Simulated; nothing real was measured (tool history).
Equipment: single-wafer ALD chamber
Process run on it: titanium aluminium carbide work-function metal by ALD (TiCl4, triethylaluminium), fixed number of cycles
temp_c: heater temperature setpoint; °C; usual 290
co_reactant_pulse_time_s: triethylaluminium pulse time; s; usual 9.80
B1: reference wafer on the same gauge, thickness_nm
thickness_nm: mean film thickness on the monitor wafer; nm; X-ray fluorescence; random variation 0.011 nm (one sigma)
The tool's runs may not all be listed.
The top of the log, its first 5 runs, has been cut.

{"run": 6, "hour": 228.0, "temp_c": 294, "co_reactant_pulse_time_s": 11.65, "B1": 2.069, "thickness_nm": 2.099}
{"run": 7, "hour": 295.2, "temp_c": 294, "co_reactant_pulse_time_s": 11.65, "B1": 2.066, "thickness_nm": 2.081}
{"run": 8, "hour": 325.0, "temp_c": 302, "co_reactant_pulse_time_s": 11.09, "B1": 2.066, "thickness_nm": 2.153}
{"run": 9, "hour": 373.1, "temp_c": 280, "co_reactant_pulse_time_s": 9.8, "B1": 2.064, "thickness_nm": 1.923}
{"run": 10, "hour": 428.8, "temp_c": 280, "co_reactant_pulse_time_s": 9.8, "B1": 2.058, "thickness_nm": 1.895}
{"run": 11, "hour": 495.8, "temp_c": 285, "co_reactant_pulse_time_s": 9.8, "B1": 2.052, "thickness_nm": 1.944}
{"run": 12, "hour": 550.2, "temp_c": 290, "co_reactant_pulse_time_s": 11.9, "B1": 2.053, "thickness_nm": 2.054}
{"run": 13, "hour": 610.8, "temp_c": 290, "co_reactant_pulse_time_s": 11.9, "B1": 2.051, "thickness_nm": 2.025}
{"run": 14, "hour": 650.0, "temp_c": 290, "co_reactant_pulse_time_s": 11.9, "B1": 2.048, "thickness_nm": 2.042}
{"run": 15, "hour": 680.8, "temp_c": 279, "co_reactant_pulse_time_s": 7.12, "B1": 2.045, "thickness_nm": 1.824}
{"run": 16, "hour": 739.2, "temp_c": 279, "co_reactant_pulse_time_s": 7.12, "B1": 2.046, "thickness_nm": 1.823}
{"run": 17, "hour": 789.1, "temp_c": 280, "co_reactant_pulse_time_s": 11.41, "B1": 2.047, "thickness_nm": 1.925}
{"run": 18, "hour": 828.3, "temp_c": 290, "co_reactant_pulse_time_s": 9.8, "B1": 2.044, "thickness_nm": 1.999}
{"run": 19, "hour": 875.3, "temp_c": 280, "co_reactant_pulse_time_s": 8.13, "B1": 2.043, "thickness_nm": 1.868}
{"run": 20, "hour": 927.6, "temp_c": 299, "co_reactant_pulse_time_s": 10.94, "B1": 2.042, "thickness_nm": 2.095}
{"run": 21, "hour": 984.7, "temp_c": 278, "co_reactant_pulse_time_s": 9.8, "B1": 2.04, "thickness_nm": 1.891}
{"run": 22, "hour": 1009.3, "temp_c": 290, "co_reactant_pulse_time_s": 9.8, "B1": 2.039, "thickness_nm": 2.011}
{"hour": 1049.9, "done": "thermocouple changed; heater temperature recalibrated"}
{"hour": 1188.9, "done": "triethylaluminium bottle replaced"}
{"run": 23, "hour": 1189.4, "temp_c": 294, "co_reactant_pulse_time_s": 11.65, "B1": 2.038, "thickness_nm": 2.054}
{"run": 24, "hour": 1238.3, "temp_c": 290, "co_reactant_pulse_time_s": 6.56, "B1": 2.035, "thickness_nm": 1.894}
{"run": 25, "hour": 1290.2, "temp_c": 301, "co_reactant_pulse_time_s": 11.85, "B1": 2.034, "thickness_nm": 2.135}

Estimate the outcome of run 26 from the log above:
{"hour": 1306.4, "done": "gauge calibrated"}
{"run": 26, "hour": 1327.0, "temp_c": 282, "co_reactant_pulse_time_s": 6.87, "B1": "?", "thickness_nm": "?"}

B1: 2.087
thickness_nm: 1.886 nm
With no hidden state in the tool, this same run would have given thickness_nm 1.888 nm.

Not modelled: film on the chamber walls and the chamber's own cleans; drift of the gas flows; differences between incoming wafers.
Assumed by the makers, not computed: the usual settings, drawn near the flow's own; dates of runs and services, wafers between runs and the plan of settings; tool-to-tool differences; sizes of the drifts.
